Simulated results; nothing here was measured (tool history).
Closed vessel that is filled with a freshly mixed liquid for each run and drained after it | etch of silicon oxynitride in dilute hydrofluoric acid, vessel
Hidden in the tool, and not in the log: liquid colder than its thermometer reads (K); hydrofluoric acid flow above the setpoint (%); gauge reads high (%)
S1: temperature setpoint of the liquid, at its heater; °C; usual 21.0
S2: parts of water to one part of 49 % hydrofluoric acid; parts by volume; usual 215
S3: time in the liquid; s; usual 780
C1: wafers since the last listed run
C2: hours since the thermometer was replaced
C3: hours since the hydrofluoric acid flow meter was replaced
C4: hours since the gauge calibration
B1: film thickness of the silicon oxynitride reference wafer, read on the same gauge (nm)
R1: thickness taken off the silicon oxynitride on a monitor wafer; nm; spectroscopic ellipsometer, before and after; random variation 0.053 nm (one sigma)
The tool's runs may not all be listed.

Run 1, hour 0.0: usual settings but S3 1100 s; C1 0; C2 1087.6; C3 1727.4; C4 263.8; B1 29.98. Result: R1 9.33 nm.
Run 2, hour 17.3: usual settings but S3 1100 s; C1 1457; C2 1104.9; C3 1744.7; C4 281.1; B1 30.00. Result: R1 9.41 nm.
Run 3, hour 31.1: usual settings but S3 1100 s; C1 1162; C2 1118.7; C3 1758.5; C4 294.9; B1 30.00. Result: R1 9.37 nm.
Run 4, hour 48.8: usual settings but S2 165 parts by volume; C1 1491; C2 1136.4; C3 1776.2; C4 312.6; B1 30.01. Result: R1 8.96 nm.
Run 5, hour 59.8: usual settings but S2 255 parts by volume, S3 610 s; C1 926; C2 1147.4; C3 1787.2; C4 323.6; B1 30.02. Result: R1 4.31 nm.
Run 6, hour 69.8: usual settings but S2 255 parts by volume, S3 610 s; C1 842; C2 1157.4; C3 1797.2; C4 333.6; B1 30.01. Result: R1 4.32 nm.
Run 7, hour 87.1: usual settings but S2 255 parts by volume, S3 610 s; C1 1457; C2 1174.7; C3 1814.5; C4 350.9; B1 29.97. Result: R1 4.37 nm.
Run 8, hour 98.0: usual settings; C1 918; C2 1185.6; C3 1825.4; C4 361.8; B1 29.99. Result: R1 6.62 nm.
Run 9, hour 115.5: usual settings; C1 1474; C2 1203.1; C3 1842.9; C4 379.3; B1 30.00. Result: R1 6.58 nm.
Run 10, hour 128.3: usual settings but S1 22.0 °C; C1 1078; C2 1215.9; C3 1855.7; C4 392.1; B1 29.99. Result: R1 6.95 nm.
Run 11, hour 142.8: usual settings but S1 22.0 °C; C1 1221; C2 1230.4; C3 1870.2; C4 406.6; B1 30.02. Result: R1 6.93 nm.
Run 12, hour 150.4: usual settings but S1 22.0 °C; C1 640; C2 1238.0; C3 1877.8; C4 414.2; B1 30.05. Result: R1 6.97 nm.
Run 13, hour 157.5: usual settings; C1 598; C2 1245.1; C3 1884.9; C4 421.3; B1 30.00. Result: R1 6.58 nm.
At hour 182.7: thermometer replaced.
Run 14, hour 186.8: usual settings; C1 2384; C2 4.1; C3 1914.2; C4 450.6; B1 29.99. Result: R1 6.73 nm.
Run 15, hour 195.3: usual settings; C1 716; C2 12.6; C3 1922.7; C4 459.1; B1 30.01. Result: R1 6.66 nm.
Run 16, hour 208.6: usual settings; C1 1120; C2 25.9; C3 1936.0; C4 472.4; B1 30.00. Result: R1 6.71 nm.
At hour 215.4: gauge calibrated.
Run 17, hour 220.4: usual settings but S3 920 s; C1 994; C2 37.7; C3 1947.8; C4 5.0; B1 30.01. Result: R1 7.88 nm.
Run 18, hour 236.1: usual settings but S1 18.5 °C, S2 155 parts by volume; C1 1322; C2 53.4; C3 1963.5; C4 20.7; B1 30.01. Result: R1 8.66 nm.
Run 19, hour 251.7: usual settings but S1 24.0 °C, S2 165 parts by volume, S3 525 s; C1 1314; C2 69.0; C3 1979.1; C4 36.3; B1 29.98. Result: R1 6.95 nm.
Run 20, hour 265.4: usual settings but S1 25.5 °C, S2 270 parts by volume, S3 435 s; C1 1154; C2 82.7; C3 1992.8; C4 50.0; B1 30.02. Result: R1 3.45 nm.
Run 21, hour 276.6: usual settings but S1 17.0 °C, S2 170 parts by volume, S3 1215 s; C1 943; C2 93.9; C3 2004.0; C4 61.2; B1 29.99. Result: R1 11.34 nm.
At hour 287.7: hydrofluoric acid flow meter replaced.
Run 22, hour 289.0: usual settings; C1 960; C2 106.3; C3 1.3; C4 73.6; B1 29.98. Result: R1 6.65 nm.
Run 23, hour 295.0: usual settings; C1 505; C2 112.3; C3 7.3; C4 79.6; B1 30.00. Result: R1 6.72 nm.
Run 24, hour 302.3: usual settings; C1 615; C2 119.6; C3 14.6; C4 86.9; B1 30.02. Result: R1 6.77 nm.
Run 25, hour 315.8: usual settings but S1 18.0 °C; C1 1137; C2 133.1; C3 28.1; C4 100.4; B1 29.99. Result: R1 5.76 nm.
Run 26, hour 322.6: usual settings; C1 573; C2 139.9; C3 34.9; C4 107.2; B1 30.02. Result: R1 6.70 nm.
Run 27, hour 339.8: usual settings but S1 17.5 °C, S2 265 parts by volume, S3 380 s; C1 1449; C2 157.1; C3 52.1; C4 124.4; B1 29.98. Result: R1 2.19 nm.
Run 28, hour 371.8: usual settings; C1 2696; C2 189.1; C3 84.1; C4 156.4; B1 30.02. Result: R1 6.73 nm.
Run 29, hour 385.0: usual settings but S2 270 parts by volume, S3 540 s; C1 1112; C2 202.3; C3 97.3; C4 169.6; B1 29.98. Result: R1 3.55 nm.
Run 30, hour 398.2: usual settings but S2 155 parts by volume; C1 1112; C2 215.5; C3 110.5; C4 182.8; B1 29.99. Result: R1 9.64 nm.

The tool's hidden state at each run:
liquid colder than its thermometer reads (K): 0 in every run
hydrofluoric acid flow above the setpoint (%): 0 in every run
gauge reads high (%): 0 in every run

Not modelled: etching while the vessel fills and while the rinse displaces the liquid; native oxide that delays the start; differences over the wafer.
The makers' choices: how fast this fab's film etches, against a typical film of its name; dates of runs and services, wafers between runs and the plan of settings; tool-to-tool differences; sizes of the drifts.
